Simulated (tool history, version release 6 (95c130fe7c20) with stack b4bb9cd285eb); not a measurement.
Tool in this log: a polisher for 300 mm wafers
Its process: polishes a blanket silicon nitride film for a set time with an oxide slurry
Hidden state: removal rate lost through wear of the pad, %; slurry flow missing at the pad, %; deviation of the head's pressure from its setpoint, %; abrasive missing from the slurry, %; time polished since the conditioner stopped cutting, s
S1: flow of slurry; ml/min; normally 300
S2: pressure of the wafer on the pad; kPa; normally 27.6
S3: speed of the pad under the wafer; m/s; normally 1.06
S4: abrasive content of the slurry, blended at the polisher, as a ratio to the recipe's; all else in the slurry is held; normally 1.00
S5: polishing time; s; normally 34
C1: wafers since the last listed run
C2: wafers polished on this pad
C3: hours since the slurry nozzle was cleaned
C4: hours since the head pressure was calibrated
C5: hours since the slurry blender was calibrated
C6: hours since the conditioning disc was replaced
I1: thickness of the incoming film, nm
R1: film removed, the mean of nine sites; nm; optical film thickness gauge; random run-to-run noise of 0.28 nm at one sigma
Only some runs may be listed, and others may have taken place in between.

run,day,S1,S2,S3,S4,S5,C1,C2,C3,C4,C5,C6,I1,R1
1,0.000,300,27.6,1.06,1.15,34,0,3829,540.3,597.7,332.3,168.7,610.4,21.4
# day 2.758: slurry blender recalibrated
2,2.779,300,27.6,1.06,1.00,34,848,4678,607.0,664.4,0.5,235.4,620.8,21.3
# day 2.958: worn pad replaced by a new one
3,4.150,300,21.4,1.06,1.00,34,379,375,639.9,697.3,33.4,268.3,610.5,16.6
4,6.892,300,27.6,1.06,1.00,30,863,1238,705.7,763.1,99.2,334.1,615.8,18.5
# day 7.925: slurry nozzle cleaned
5,9.629,300,27.6,1.06,1.00,30,848,2087,40.9,828.8,164.9,399.8,599.9,17.7
# day 10.171: conditioning disc replaced and pad reconditioned
6,10.904,300,27.6,1.06,1.00,34,375,2462,71.5,859.4,195.5,17.6,616.4,20.4
7,12.446,300,27.6,1.06,1.00,34,485,2948,108.5,896.4,232.5,54.6,618.5,20.4
8,13.754,300,27.6,1.06,1.00,34,411,3360,139.9,927.8,263.9,86.0,606.6,20.8
9,15.058,300,27.6,1.06,1.00,34,410,3771,171.2,959.1,295.2,117.3,614.3,20.0
# day 15.879: worn pad replaced by a new one
10,17.388,340,27.6,1.06,1.00,40,680,474,227.1,1015.0,351.1,173.2,610.8,24.2
# day 18.133: slurry blender recalibrated
11,18.571,300,24.8,0.70,1.00,34,346,821,255.5,1043.4,10.5,201.6,601.1,15.0
12,21.038,300,20.7,1.06,1.00,25,776,1597,314.7,1102.6,69.7,260.8,611.3,11.7
13,22.246,300,27.6,1.06,1.00,27,380,1978,343.7,1131.6,98.7,289.8,614.6,16.8
14,23.842,300,27.6,1.36,1.00,29,502,2480,382.0,1169.9,137.0,328.1,612.2,21.0
# day 26.100: conditioning disc replaced and pad reconditioned
15,26.512,300,24.8,1.06,0.85,34,814,3295,446.1,1234.0,201.1,9.9,617.3,17.4
# day 26.638: head pressure recalibrated
16,28.896,300,20.0,1.22,0.80,34,724,4019,503.3,54.2,258.3,67.1,606.3,15.0
17,31.138,300,27.6,1.06,1.00,34,705,4725,557.1,108.0,312.1,120.9,607.4,20.4
# day 31.371: worn pad replaced by a new one
# day 33.079: slurry blender recalibrated
18,33.896,300,21.4,1.06,1.00,44,789,769,623.3,174.2,19.6,187.1,614.3,21.8
19,36.275,390,27.6,1.06,1.00,39,749,1518,680.4,231.3,76.7,244.2,605.5,23.8
# day 36.833: slurry nozzle cleaned
# day 38.954: conditioning disc replaced and pad reconditioned
20,38.967,300,27.6,1.06,1.00,34,808,2326,51.2,295.9,141.3,0.3,606.2,20.7
21,40.683,370,18.6,1.40,1.10,34,540,2867,92.4,337.1,182.5,41.5,610.3,18.4
22,42.721,300,27.6,1.06,1.00,34,641,3509,141.3,386.0,231.4,90.4,614.7,20.3
# day 44.296: worn pad replaced by a new one
23,45.021,300,27.6,1.06,1.00,34,671,228,196.5,441.2,286.6,145.6,618.1,20.6
# day 47.438: slurry blender recalibrated
24,47.521,205,23.4,0.94,1.00,34,760,989,256.5,501.2,2.0,205.6,606.3,16.2
# day 52.275: conditioning disc replaced and pad reconditioned
25,53.704,300,31.7,1.06,1.00,29,1920,2910,404.9,649.6,150.4,34.3,604.3,19.7

How would selected steps in R1 from run to run divide? Give the signed amount a tool lacking its hidden state would still show from settings, what came in and random variation, and the signed amount left for the hidden state, including any gauge scatter that is not in both of the compared results.
Run 10 -> 11: S1 340 -> 300, S2 27.6 -> 24.8, S3 1.06 -> 0.70, S5 40 -> 34, slurry blender recalibrated. R1 -9.2 nm: hidden state +1.7, all else -10.9.
Run 16 -> 17: S2 20.0 -> 27.6, S3 1.22 -> 1.06, S4 0.80 -> 1.00. R1 +5.4 nm: hidden state -0.3, all else +5.7.
Run 23 -> 24: S1 300 -> 205, S2 27.6 -> 23.4, S3 1.06 -> 0.94, slurry blender recalibrated. R1 -4.4 nm: hidden state +1.4, all else -5.8.
